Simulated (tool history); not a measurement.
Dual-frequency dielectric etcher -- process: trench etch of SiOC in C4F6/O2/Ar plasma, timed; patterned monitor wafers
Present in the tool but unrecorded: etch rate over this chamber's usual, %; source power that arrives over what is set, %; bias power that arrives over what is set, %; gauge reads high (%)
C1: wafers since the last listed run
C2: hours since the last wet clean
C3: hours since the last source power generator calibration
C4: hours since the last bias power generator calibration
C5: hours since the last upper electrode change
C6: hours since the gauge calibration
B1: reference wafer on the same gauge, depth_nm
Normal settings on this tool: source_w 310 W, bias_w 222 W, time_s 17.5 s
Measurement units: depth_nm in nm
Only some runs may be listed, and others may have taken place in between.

Run 1, day 0: usual settings but source_w 250 W, bias_w 194 W; C1 0; C2 548.5; C3 1715.2; C4 4002; C5 3398.6; C6 261.4; B1 29.39. Result: depth_nm 28.17 nm.
Run 2, day 1.85: usual settings; C1 428; C2 592.9; C3 1759.6; C4 4046.4; C5 3443; C6 305.8; B1 29.41. Result: depth_nm 31.15 nm.
Run 3, day 3.812: usual settings; C1 454; C2 640; C3 1806.7; C4 4093.5; C5 3490.1; C6 352.9; B1 29.38. Result: depth_nm 31.19 nm.
At day 5.096: wet clean of the chamber.
Run 4, day 5.571: usual settings; C1 175; C2 11.4; C3 1848.9; C4 4135.7; C5 3532.3; C6 395.1; B1 29.41. Result: depth_nm 30.74 nm.
Run 5, day 7.892: usual settings but source_w 330 W; C1 537; C2 67.1; C3 1904.6; C4 4191.4; C5 3588; C6 450.8; B1 29.4. Result: depth_nm 31.44 nm.
Run 6, day 16.438: usual settings; C1 1980; C2 272.2; C3 2109.7; C4 4396.5; C5 3793.1; C6 655.9; B1 29.41. Result: depth_nm 30.9 nm.
At day 16.779: source power generator calibrated.
At day 18.121: upper electrode replaced.
Run 7, day 20.504: usual settings; C1 672; C2 369.8; C3 89.4; C4 4494.1; C5 57.2; C6 753.5; B1 29.4. Result: depth_nm 31.4 nm.
Run 8, day 22.783: usual settings but bias_w 209 W; C1 528; C2 424.5; C3 144.1; C4 4548.8; C5 111.9; C6 808.2; B1 29.36. Result: depth_nm 30.85 nm.
Run 9, day 25.733: usual settings but bias_w 209 W; C1 683; C2 495.3; C3 214.9; C4 4619.6; C5 182.7; C6 879; B1 29.39. Result: depth_nm 30.92 nm.
Run 10, day 26.742: usual settings but bias_w 209 W; C1 233; C2 519.5; C3 239.1; C4 4643.8; C5 206.9; C6 903.2; B1 29.39. Result: depth_nm 31 nm.
Run 11, day 29.083: usual settings but bias_w 184 W; C1 542; C2 575.7; C3 295.3; C4 4700; C5 263.1; C6 959.4; B1 29.41. Result: depth_nm 29.99 nm.
Run 12, day 31.171: usual settings but bias_w 209 W; C1 483; C2 625.8; C3 345.4; C4 4750.1; C5 313.2; C6 1009.5; B1 29.4. Result: depth_nm 30.95 nm.
At day 33.096: gauge calibrated.
At day 33.617: bias power generator calibrated.
At day 34.321: wet clean of the chamber.
Run 13, day 34.342: usual settings but source_w 350 W; C1 532; C2 0.5; C3 421.5; C4 17.4; C5 389.3; C6 29.9; B1 29.41. Result: depth_nm 32.4 nm.
Run 14, day 35.258: usual settings but source_w 380 W, bias_w 170 W, time_s 19 s; C1 212; C2 22.5; C3 443.5; C4 39.4; C5 411.3; C6 51.9; B1 29.39. Result: depth_nm 33.96 nm.
Run 15, day 38: usual settings but bias_w 244 W; C1 635; C2 88.3; C3 509.3; C4 105.2; C5 477.1; C6 117.7; B1 29.42. Result: depth_nm 31.92 nm.
Run 16, day 40.933: usual settings but source_w 270 W, bias_w 193 W; C1 679; C2 158.7; C3 579.7; C4 175.6; C5 547.5; C6 188.1; B1 29.39. Result: depth_nm 28.73 nm.
Run 17, day 42.55: usual settings but source_w 270 W, bias_w 239 W, time_s 15 s; C1 374; C2 197.5; C3 618.5; C4 214.4; C5 586.3; C6 226.9; B1 29.41. Result: depth_nm 26 nm.
Run 18, day 44.196: usual settings but bias_w 174 W; C1 381; C2 237; C3 658; C4 253.9; C5 625.8; C6 266.4; B1 29.39. Result: depth_nm 29.49 nm.
Run 19, day 46.942: usual settings but bias_w 273 W, time_s 16 s; C1 636; C2 302.9; C3 723.9; C4 319.8; C5 691.7; C6 332.3; B1 29.43. Result: depth_nm 30.14 nm.
Run 20, day 49.317: usual settings; C1 550; C2 359.9; C3 780.9; C4 376.8; C5 748.7; C6 389.3; B1 29.37. Result: depth_nm 31.06 nm.

What the log doesn't show, run by run:
bias power that arrives over what is set, %: 0 at every run
gauge reads high (%): 0 at every run
H1: etch rate over this chamber's usual, %
H2: source power that arrives over what is set, %
run     H1     H2
  1   1.24  -5.07
  2   1.33  -5.09
  3   1.42  -5.11
  4  0.139  -5.13
  5  0.251  -5.16
  6  0.662  -5.23
  7  0.857  -1.02
  8  0.967  -1.39
  9   1.11  -1.84
 10   1.16  -1.98
 11   1.27  -2.28
 12   1.37  -2.53
 13  0.449  -2.88
 14  0.493  -2.97
 15  0.625  -3.23
 16  0.766  -3.48
 17  0.844   -3.6
 18  0.923  -3.72
 19   1.06  -3.91
 20   1.17  -4.05

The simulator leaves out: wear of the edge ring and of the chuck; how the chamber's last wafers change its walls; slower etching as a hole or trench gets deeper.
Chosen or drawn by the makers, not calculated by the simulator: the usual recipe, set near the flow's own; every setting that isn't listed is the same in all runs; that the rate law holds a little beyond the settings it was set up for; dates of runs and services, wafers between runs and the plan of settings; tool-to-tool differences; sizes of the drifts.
